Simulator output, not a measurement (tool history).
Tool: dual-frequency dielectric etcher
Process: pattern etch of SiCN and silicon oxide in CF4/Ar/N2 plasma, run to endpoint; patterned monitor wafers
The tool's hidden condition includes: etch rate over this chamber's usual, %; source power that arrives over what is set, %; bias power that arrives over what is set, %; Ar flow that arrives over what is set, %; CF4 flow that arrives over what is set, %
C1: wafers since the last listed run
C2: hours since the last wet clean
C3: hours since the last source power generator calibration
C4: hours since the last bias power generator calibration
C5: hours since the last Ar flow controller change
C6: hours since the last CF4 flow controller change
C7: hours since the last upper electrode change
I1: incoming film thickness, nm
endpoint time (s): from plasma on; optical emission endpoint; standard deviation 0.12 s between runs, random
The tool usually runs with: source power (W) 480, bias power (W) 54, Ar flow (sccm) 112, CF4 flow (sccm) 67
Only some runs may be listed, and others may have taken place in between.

Run 1, day 0: usual settings; C1 0; C2 324.3; C3 3859.6; C4 0.5; C5 2148.1; C6 2715.7; C7 1709.9; I1 15.42. Result: endpoint time (s) 18.6.
At day 0.25: source power generator calibrated.
Run 2, day 0.529: usual settings; C1 124; C2 337; C3 6.7; C4 13.2; C5 2160.8; C6 2728.4; C7 1722.6; I1 15.54. Result: endpoint time (s) 18.8.
At day 0.933: CF4 flow controller replaced.
Run 3, day 0.954: usual settings; C1 60; C2 347.2; C3 16.9; C4 23.4; C5 2171; C6 0.5; C7 1732.8; I1 15.37. Result: endpoint time (s) 18.5.
Run 4, day 1.642: usual settings but source power (W) 390; C1 235; C2 363.7; C3 33.4; C4 39.9; C5 2187.5; C6 17; C7 1749.3; I1 15.33. Result: endpoint time (s) 22.2.
Run 5, day 2.117: usual settings; C1 162; C2 375.1; C3 44.8; C4 51.3; C5 2198.9; C6 28.4; C7 1760.7; I1 15.41. Result: endpoint time (s) 18.6.
Run 6, day 2.492: usual settings but source power (W) 440, bias power (W) 42; C1 128; C2 384.1; C3 53.8; C4 60.3; C5 2207.9; C6 37.4; C7 1769.7; I1 15.41. Result: endpoint time (s) 21.9.
Run 7, day 2.95: usual settings but bias power (W) 65, Ar flow (sccm) 99, CF4 flow (sccm) 55; C1 157; C2 395.1; C3 64.8; C4 71.3; C5 2218.9; C6 48.4; C7 1780.7; I1 15.38. Result: endpoint time (s) 17.5.
Run 8, day 3.471: usual settings but source power (W) 520; C1 178; C2 407.6; C3 77.3; C4 83.8; C5 2231.4; C6 60.9; C7 1793.2; I1 15.41. Result: endpoint time (s) 17.5.
Run 9, day 4.192: usual settings but bias power (W) 62, CF4 flow (sccm) 83; C1 247; C2 424.9; C3 94.6; C4 101.1; C5 2248.7; C6 78.2; C7 1810.5; I1 15.28. Result: endpoint time (s) 16.9.
At day 4.533: Ar flow controller replaced.
Run 10, day 4.754: usual settings but bias power (W) 62, Ar flow (sccm) 131, CF4 flow (sccm) 77; C1 107; C2 438.4; C3 108.1; C4 114.6; C5 5.3; C6 91.7; C7 1824; I1 15.43. Result: endpoint time (s) 17.9.
Run 11, day 5.504: usual settings but source power (W) 370, bias power (W) 42, Ar flow (sccm) 93, CF4 flow (sccm) 52; C1 257; C2 456.4; C3 126.1; C4 132.6; C5 23.3; C6 109.7; C7 1842; I1 15.38. Result: endpoint time (s) 26.2.
At day 6.879: wet clean of the chamber.
Run 12, day 6.9: usual settings but bias power (W) 50, Ar flow (sccm) 132, CF4 flow (sccm) 78; C1 135; C2 0.5; C3 159.6; C4 166.1; C5 56.8; C6 143.2; C7 1875.5; I1 15.44. Result: endpoint time (s) 18.4.
Run 13, day 6.912: usual settings; C1 4; C2 0.8; C3 159.9; C4 166.4; C5 57.1; C6 143.5; C7 1875.8; I1 15.44. Result: endpoint time (s) 18.1.
Run 14, day 7.254: usual settings but bias power (W) 40, Ar flow (sccm) 86; C1 117; C2 9; C3 168.1; C4 174.6; C5 65.3; C6 151.7; C7 1884; I1 15.48. Result: endpoint time (s) 19.
At day 8.562: upper electrode replaced.
Run 15, day 8.583: usual settings; C1 112; C2 40.9; C3 200; C4 206.5; C5 97.2; C6 183.6; C7 0.5; I1 15.52. Result: endpoint time (s) 17.9.

Expected results for the next run?
Run 16, day 8.596: usual settings but bias power (W) 65; C1 4; C2 41.2; C3 200.3; C4 206.8; C5 97.5; C6 183.9; C7 0.8; I1 15.37. Result: endpoint time (s) ?.

Run 16 gave endpoint time (s) 16.8.
If the tool had no hidden condition, the same run with the same run-to-run variation would have returned endpoint time (s) 16.7.
